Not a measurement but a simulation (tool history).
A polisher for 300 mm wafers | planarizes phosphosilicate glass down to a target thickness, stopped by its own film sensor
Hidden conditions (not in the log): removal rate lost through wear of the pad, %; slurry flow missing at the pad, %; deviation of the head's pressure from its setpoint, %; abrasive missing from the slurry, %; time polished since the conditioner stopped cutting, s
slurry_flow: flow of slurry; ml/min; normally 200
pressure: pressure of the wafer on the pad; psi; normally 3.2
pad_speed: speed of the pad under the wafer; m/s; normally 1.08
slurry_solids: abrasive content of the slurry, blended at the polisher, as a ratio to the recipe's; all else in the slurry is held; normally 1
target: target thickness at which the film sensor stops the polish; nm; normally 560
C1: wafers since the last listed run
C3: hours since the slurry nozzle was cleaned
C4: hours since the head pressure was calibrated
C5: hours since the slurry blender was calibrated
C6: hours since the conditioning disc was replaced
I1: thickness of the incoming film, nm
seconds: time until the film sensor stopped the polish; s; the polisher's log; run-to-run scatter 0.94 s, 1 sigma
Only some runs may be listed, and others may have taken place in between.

{"run": 1, "day": 0.0, "slurry_flow": 200, "pressure": 3.2, "pad_speed": 1.08, "slurry_solids": 0.8, "target": 560, "C1": 0, "wafers polished on this pad": 2320, "C3": 467.7, "C4": 465.2, "C5": 271.6, "C6": 352, "I1": 1089, "seconds": 63.4}
{"run": 2, "day": 3.038, "slurry_flow": 200, "pressure": 3.2, "pad_speed": 1.08, "slurry_solids": 1, "target": 700, "C1": 930, "wafers polished on this pad": 3251, "C3": 540.6, "C4": 538.1, "C5": 344.5, "C6": 424.9, "I1": 1101, "seconds": 46.4}
{"day": 5.675, "done": "conditioning disc replaced and pad reconditioned"}
{"run": 3, "day": 6.217, "slurry_flow": 200, "pressure": 3.2, "pad_speed": 1.08, "slurry_solids": 1, "target": 700, "C1": 948, "wafers polished on this pad": 4200, "C3": 616.9, "C4": 614.4, "C5": 420.8, "C6": 13, "I1": 1091.7, "seconds": 44.6}
{"day": 7.304, "done": "slurry nozzle cleaned"}
{"day": 8.075, "done": "head pressure recalibrated"}
{"run": 4, "day": 10.392, "slurry_flow": 200, "pressure": 2.9, "pad_speed": 1.08, "slurry_solids": 1, "target": 560, "C1": 1241, "wafers polished on this pad": 5441, "C3": 74.1, "C4": 55.6, "C5": 521, "C6": 113.2, "I1": 1079.2, "seconds": 69.5}
{"day": 11.383, "done": "slurry blender recalibrated"}
{"run": 5, "day": 13.688, "slurry_flow": 200, "pressure": 2.9, "pad_speed": 1.08, "slurry_solids": 1, "target": 560, "C1": 984, "wafers polished on this pad": 6425, "C3": 153.2, "C4": 134.7, "C5": 55.3, "C6": 192.3, "I1": 1104.9, "seconds": 64.8}
{"run": 6, "day": 15.683, "slurry_flow": 200, "pressure": 3.2, "pad_speed": 1.08, "slurry_solids": 1, "target": 560, "C1": 611, "wafers polished on this pad": 7037, "C3": 201.1, "C4": 182.6, "C5": 103.2, "C6": 240.2, "I1": 1113.1, "seconds": 61.9}
{"day": 16.45, "done": "worn pad replaced by a new one"}
{"run": 7, "day": 17.492, "slurry_flow": 200, "pressure": 3.2, "pad_speed": 1.08, "slurry_solids": 1, "target": 560, "C1": 503, "wafers polished on this pad": 319, "C3": 244.5, "C4": 226, "C5": 146.6, "C6": 283.6, "I1": 1106.9, "seconds": 61.8}
{"run": 8, "day": 21.592, "slurry_flow": 200, "pressure": 3.2, "pad_speed": 1.08, "slurry_solids": 1, "target": 560, "C1": 1256, "wafers polished on this pad": 1575, "C3": 342.9, "C4": 324.4, "C5": 245, "C6": 382, "I1": 1102.5, "seconds": 61}
{"run": 9, "day": 25.112, "slurry_flow": 200, "pressure": 3.6, "pad_speed": 1.44, "slurry_solids": 1, "target": 560, "C1": 1079, "wafers polished on this pad": 2654, "C3": 427.4, "C4": 408.9, "C5": 329.5, "C6": 466.5, "I1": 1107.5, "seconds": 47.9}
{"day": 28.233, "done": "conditioning disc replaced and pad reconditioned"}
{"run": 10, "day": 28.254, "slurry_flow": 145, "pressure": 3.9, "pad_speed": 1.08, "slurry_solids": 1, "target": 560, "C1": 937, "wafers polished on this pad": 3592, "C3": 502.8, "C4": 484.3, "C5": 404.9, "C6": 0.5, "I1": 1090, "seconds": 55}
{"run": 11, "day": 30.704, "slurry_flow": 200, "pressure": 3.2, "pad_speed": 1.08, "slurry_solids": 0.9, "target": 494, "C1": 750, "wafers polished on this pad": 4343, "C3": 561.6, "C4": 543.1, "C5": 463.7, "C6": 59.3, "I1": 1099.3, "seconds": 74.7}
{"day": 30.888, "done": "slurry blender recalibrated"}
{"day": 32.646, "done": "head pressure recalibrated"}
{"run": 12, "day": 32.712, "slurry_flow": 250, "pressure": 2.4, "pad_speed": 1.08, "slurry_solids": 0.75, "target": 435, "C1": 564, "wafers polished on this pad": 4907, "C3": 609.8, "C4": 1.6, "C5": 43.8, "C6": 107.5, "I1": 1107.7, "seconds": 100.3}
{"day": 36.058, "done": "slurry nozzle cleaned"}
{"day": 37.129, "done": "worn pad replaced by a new one"}
{"run": 13, "day": 37.8, "slurry_flow": 200, "pressure": 3.2, "pad_speed": 1.08, "slurry_solids": 1, "target": 560, "C1": 1495, "wafers polished on this pad": 205, "C3": 41.8, "C4": 123.7, "C5": 165.9, "C6": 229.6, "I1": 1085.3, "seconds": 56.1}
{"run": 14, "day": 39.446, "slurry_flow": 200, "pressure": 3.2, "pad_speed": 0.88, "slurry_solids": 1, "target": 718, "C1": 504, "wafers polished on this pad": 709, "C3": 81.3, "C4": 163.2, "C5": 205.4, "C6": 269.1, "I1": 1096.4, "seconds": 47.4}
{"run": 15, "day": 42.412, "slurry_flow": 200, "pressure": 3.2, "pad_speed": 1.08, "slurry_solids": 1, "target": 560, "C1": 909, "wafers polished on this pad": 1618, "C3": 152.5, "C4": 234.4, "C5": 276.6, "C6": 340.3, "I1": 1110.8, "seconds": 62.1}
{"day": 48.683, "done": "conditioning disc replaced and pad reconditioned"}
{"run": 16, "day": 49.283, "slurry_flow": 200, "pressure": 4.1, "pad_speed": 1.08, "slurry_solids": 1.1, "target": 560, "C1": 2080, "wafers polished on this pad": 3699, "C3": 317.4, "C4": 399.3, "C5": 441.5, "C6": 14.4, "I1": 1104, "seconds": 50.8}
{"run": 17, "day": 51.238, "slurry_flow": 200, "pressure": 3.2, "pad_speed": 1.08, "slurry_solids": 1, "target": 560, "C1": 598, "wafers polished on this pad": 4298, "C3": 364.3, "C4": 446.2, "C5": 488.4, "C6": 61.3, "I1": 1095.6, "seconds": 63.7}
{"run": 18, "day": 53.604, "slurry_flow": 200, "pressure": 3.2, "pad_speed": 1.08, "slurry_solids": 1, "target": 560, "C1": 725, "wafers polished on this pad": 5023, "C3": 421.1, "C4": 503, "C5": 545.2, "C6": 118.1, "I1": 1084.2, "seconds": 65.9}
{"day": 56.417, "done": "head pressure recalibrated"}
{"day": 56.658, "done": "slurry blender recalibrated"}
{"run": 19, "day": 56.821, "slurry_flow": 255, "pressure": 4, "pad_speed": 1.08, "slurry_solids": 0.9, "target": 699, "C1": 934, "wafers polished on this pad": 5958, "C3": 498.3, "C4": 9.7, "C5": 3.9, "C6": 195.3, "I1": 1088, "seconds": 34.1}
{"day": 58.604, "done": "worn pad replaced by a new one"}
{"day": 59.796, "done": "slurry nozzle cleaned"}
{"day": 68.521, "done": "conditioning disc replaced and pad reconditioned"}
{"run": 20, "day": 68.983, "slurry_flow": 200, "pressure": 3.2, "pad_speed": 1.08, "slurry_solids": 1, "target": 560, "C1": 3638, "wafers polished on this pad": 3143, "C3": 220.5, "C4": 301.6, "C5": 295.8, "C6": 11.1, "I1": 1109.5, "seconds": 61.9}
{"run": 21, "day": 71.638, "slurry_flow": 140, "pressure": 3.2, "pad_speed": 1.08, "slurry_solids": 1, "target": 732, "C1": 813, "wafers polished on this pad": 3956, "C3": 284.2, "C4": 365.3, "C5": 359.5, "C6": 74.8, "I1": 1083, "seconds": 42.2}
{"run": 22, "day": 77.271, "slurry_flow": 200, "pressure": 4.2, "pad_speed": 1.08, "slurry_solids": 1, "target": 560, "C1": 1726, "wafers polished on this pad": 5683, "C3": 419.4, "C4": 500.5, "C5": 494.7, "C6": 210, "I1": 1075.8, "seconds": 50.7}
{"day": 78.45, "done": "worn pad replaced by a new one"}
{"run": 23, "day": 79.112, "slurry_flow": 200, "pressure": 3.2, "pad_speed": 1.08, "slurry_solids": 1, "target": 560, "C1": 513, "wafers polished on this pad": 202, "C3": 463.6, "C4": 544.7, "C5": 538.9, "C6": 254.2, "I1": 1118.2, "seconds": 69.4}
{"run": 24, "day": 81.108, "slurry_flow": 200, "pressure": 3.2, "pad_speed": 1.08, "slurry_solids": 1, "target": 560, "C1": 611, "wafers polished on this pad": 814, "C3": 511.5, "C4": 592.6, "C5": 586.8, "C6": 302.1, "I1": 1088.3, "seconds": 68.4}
{"day": 81.788, "done": "head pressure recalibrated"}
{"day": 81.933, "done": "slurry blender recalibrated"}
{"run": 25, "day": 82.796, "slurry_flow": 200, "pressure": 2.4, "pad_speed": 1.08, "slurry_solids": 1, "target": 435, "C1": 466, "wafers polished on this pad": 1280, "C3": 552, "C4": 24.2, "C5": 20.7, "C6": 342.6, "I1": 1104.9, "seconds": 91}
{"run": 26, "day": 85.292, "slurry_flow": 200, "pressure": 3.2, "pad_speed": 1.34, "slurry_solids": 1, "target": 560, "C1": 764, "wafers polished on this pad": 2045, "C3": 611.9, "C4": 84.1, "C5": 80.6, "C6": 402.5, "I1": 1087.2, "seconds": 50.2}

Measured minus without-hidden-state, run by run (identical run-to-run variation in each term; gauge scatter may differ):
run=1 seconds=+2.6
run=2 seconds=+2.6
run=3 seconds=+3.7
run=4 seconds=+9.1
run=5 seconds=+1.4
run=6 seconds=+1.5
run=7 seconds=+1.8
run=8 seconds=+2.8
run=9 seconds=+3.2
run=10 seconds=+5.1
run=11 seconds=+9.2
run=12 seconds=+0.7
run=13 seconds=+0.9
run=14 seconds=+1.1
run=15 seconds=+2.3
run=16 seconds=+4.3
run=17 seconds=+7
run=18 seconds=+9.3
run=19 seconds=+0.5
run=20 seconds=+3.1
run=21 seconds=+2.9
run=22 seconds=+6.3
run=23 seconds=+10.2
run=24 seconds=+12.1
run=25 seconds=+0.3
run=26 seconds=+0.3
